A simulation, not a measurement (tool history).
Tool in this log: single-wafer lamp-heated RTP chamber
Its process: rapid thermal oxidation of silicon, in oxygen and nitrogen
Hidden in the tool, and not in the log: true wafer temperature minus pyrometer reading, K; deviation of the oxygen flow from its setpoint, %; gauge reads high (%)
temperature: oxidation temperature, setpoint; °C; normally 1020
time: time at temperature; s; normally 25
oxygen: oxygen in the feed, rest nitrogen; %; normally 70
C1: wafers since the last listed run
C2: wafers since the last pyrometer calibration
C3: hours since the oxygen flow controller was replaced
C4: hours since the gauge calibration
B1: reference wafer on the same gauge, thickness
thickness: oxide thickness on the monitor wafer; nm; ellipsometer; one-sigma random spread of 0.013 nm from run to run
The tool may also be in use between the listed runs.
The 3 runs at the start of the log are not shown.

Run 4, hour 280.1: usual settings but time 15 s; C1 1856; C2 3906; C3 3233.3; C4 461.9; B1 4.874. Result: thickness 3.697 nm.
Run 5, hour 339.3: usual settings; C1 633; C2 4539; C3 3292.5; C4 521.1; B1 4.869. Result: thickness 4.486 nm.
Run 6, hour 427.4: usual settings; C1 943; C2 5482; C3 3380.6; C4 609.2; B1 4.874. Result: thickness 4.495 nm.
Run 7, hour 508.2: usual settings but time 21 s; C1 864; C2 6347; C3 3461.4; C4 690; B1 4.874. Result: thickness 4.205 nm.
Run 8, hour 567.4: usual settings but time 21 s; C1 633; C2 6981; C3 3520.6; C4 749.2; B1 4.873. Result: thickness 4.248 nm.
At hour 599.4: pyrometer window cleaned and pyrometer calibrated.
Run 9, hour 659.7: usual settings; C1 902; C2 645; C3 3612.9; C4 841.5; B1 4.873. Result: thickness 4.457 nm.
Run 10, hour 766: usual settings; C1 1137; C2 1783; C3 3719.2; C4 947.8; B1 4.866. Result: thickness 4.448 nm.
Run 11, hour 844: usual settings; C1 834; C2 2618; C3 3797.2; C4 1025.8; B1 4.872. Result: thickness 4.482 nm.
Run 12, hour 883.9: usual settings; C1 427; C2 3045; C3 3837.1; C4 1065.7; B1 4.87. Result: thickness 4.461 nm.
Run 13, hour 974.5: usual settings but time 20 s, oxygen 92 %; C1 969; C2 4015; C3 3927.7; C4 1156.3; B1 4.871. Result: thickness 4.505 nm.
Run 14, hour 1042.3: usual settings but time 20 s, oxygen 92 %; C1 725; C2 4740; C3 3995.5; C4 1224.1; B1 4.87. Result: thickness 4.484 nm.
Run 15, hour 1142.4: usual settings but temperature 1006 °C; C1 1071; C2 5812; C3 4095.6; C4 1324.2; B1 4.871. Result: thickness 4.106 nm.
Run 16, hour 1281.5: usual settings; C1 1488; C2 7301; C3 4234.7; C4 1463.3; B1 4.869. Result: thickness 4.545 nm.

Run 17 has not been measured yet. What should we expect?
At hour 1359.6: pyrometer window cleaned and pyrometer calibrated.
Run 17, hour 1385.5: usual settings but time 21 s, oxygen 88 %; C1 1027; C2 277; C3 4338.7; C4 1567.3; B1 ?. Result: thickness ?.

B1: 4.871
thickness: 4.469 nm
With no hidden state in the tool, this same run would have given thickness 4.458 nm.
